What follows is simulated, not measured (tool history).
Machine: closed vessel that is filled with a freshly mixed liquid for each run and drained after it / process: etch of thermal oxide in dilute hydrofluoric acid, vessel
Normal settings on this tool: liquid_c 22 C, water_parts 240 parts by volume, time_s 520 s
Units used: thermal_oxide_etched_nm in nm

run	day	liquid_c	water_parts	time_s	wafers since the last listed run	hours since the thermometer was replaced	hours since the hydrofluoric acid flow meter was replaced	hours since the gauge calibration	read-back film thickness of the thermal oxide reference wafer, read on the same gauge (nm)	thermal_oxide_etched_nm
1	0	22	240	520	0	600.5	455.1	800.7	70.02	7.67
2	3.875	22	240	520	6198	693.5	548.1	893.7	70.03	7.55
3	7.65	22	240	520	6038	784.1	638.7	984.3	69.99	7.64
4	11.775	22	240	520	6598	883.1	737.7	1083.3	70.02	7.69
# day 12.133: thermometer replaced
5	15.675	22	240	520	6171	85	831.3	1176.9	70.01	7.22
6	17.562	22	330	520	3019	130.3	876.6	1222.2	69.98	4.91
# day 19.479: hydrofluoric acid flow meter replaced
7	21.917	22	330	520	6898	234.8	58.5	1326.7	70	4.88
8	26.108	22	240	520	6705	335.4	159.1	1427.3	69.99	7.13
9	28.775	22	240	520	4265	399.4	223.1	1491.3	69.98	7.14
# day 32.342: thermometer replaced, repeated, since the last time left the tool worse
10	32.942	22	240	520	6598	14.4	323.1	1591.3	69.98	7.83
11	37.267	22	240	520	6918	118.2	426.9	1695.1	69.98	7.86
12	41.588	22	165	740	6911	221.9	530.6	1798.8	70.01	17.23
# day 44.967: gauge calibrated
13	46.038	25	240	330	7118	328.7	637.4	25.7	69.95	5.44
14	49.462	22	140	825	5478	410.9	719.6	107.9	69.97	23.19
15	52.233	22	240	520	4432	477.4	786.1	174.4	69.96	7.64
16	55.646	22	240	520	5458	559.3	868	256.3	69.99	7.6
17	59.833	24.5	240	520	6698	659.8	968.5	356.8	70.01	8.3
# day 63.683: hydrofluoric acid flow meter replaced
18	64.133	17.5	340	390	6811	763	10.8	460	70	3.1
19	68.629	19	240	430	7191	870.9	118.7	567.9	70.02	5.5
20	70.667	22	240	275	3259	919.8	167.6	616.8	70	3.99
21	73.462	22	240	520	4472	986.9	234.7	683.9	70	7.54
# day 74.012: thermometer replaced
22	75.142	20.5	185	520	2619	27.1	275	724.2	70.06	10.17
23	78.104	22	240	520	4738	98.2	346.1	795.3	69.96	7.91
24	79.725	22	130	320	2592	137.1	385	834.2	69.99	9.86
25	82.092	22	240	520	3785	193.9	441.8	891	70.01	7.95
26	84.283	18.5	280	780	3505	246.5	494.4	943.6	69.97	8.32
27	87.725	18.5	240	345	5505	329.1	577	1026.2	70.03	4.53
28	89.829	22	240	520	3365	379.6	627.5	1076.7	69.99	7.86
29	91.746	22	240	520	3065	425.6	673.5	1122.7	69.96	7.72
30	93.321	22	270	375	2519	463.4	711.3	1160.5	70.04	4.8
31	97.812	22	290	800	7185	571.2	819.1	1268.3	70	9.39
32	100.225	20	175	440	3859	629.1	877	1326.2	69.94	8.78

Here are 5 independent what-if runs from the current tool condition. What would each one return?
A	100.258	22	240	520	53	629.9	877.8	1327	?	?
B	100.258	18	240	260	53	629.9	877.8	1327	?	?
C	100.258	17.5	240	520	53	629.9	877.8	1327	?	?
D	100.258	22	150	520	53	629.9	877.8	1327	?	?
E	100.258	22	320	230	53	629.9	877.8	1327	?	?

run	read-back film thickness of the thermal oxide reference wafer, read on the same gauge (nm)	thermal_oxide_etched_nm
A	70.01	7.75
B	70.01	3.33
C	70.01	6.52
D	70.01	13.58
E	70.01	2.38
Without the tool's hidden state the same runs would have given:
run	thermal_oxide_etched_nm
A	7.96
B	3.42
C	6.72
D	13.99
E	2.45
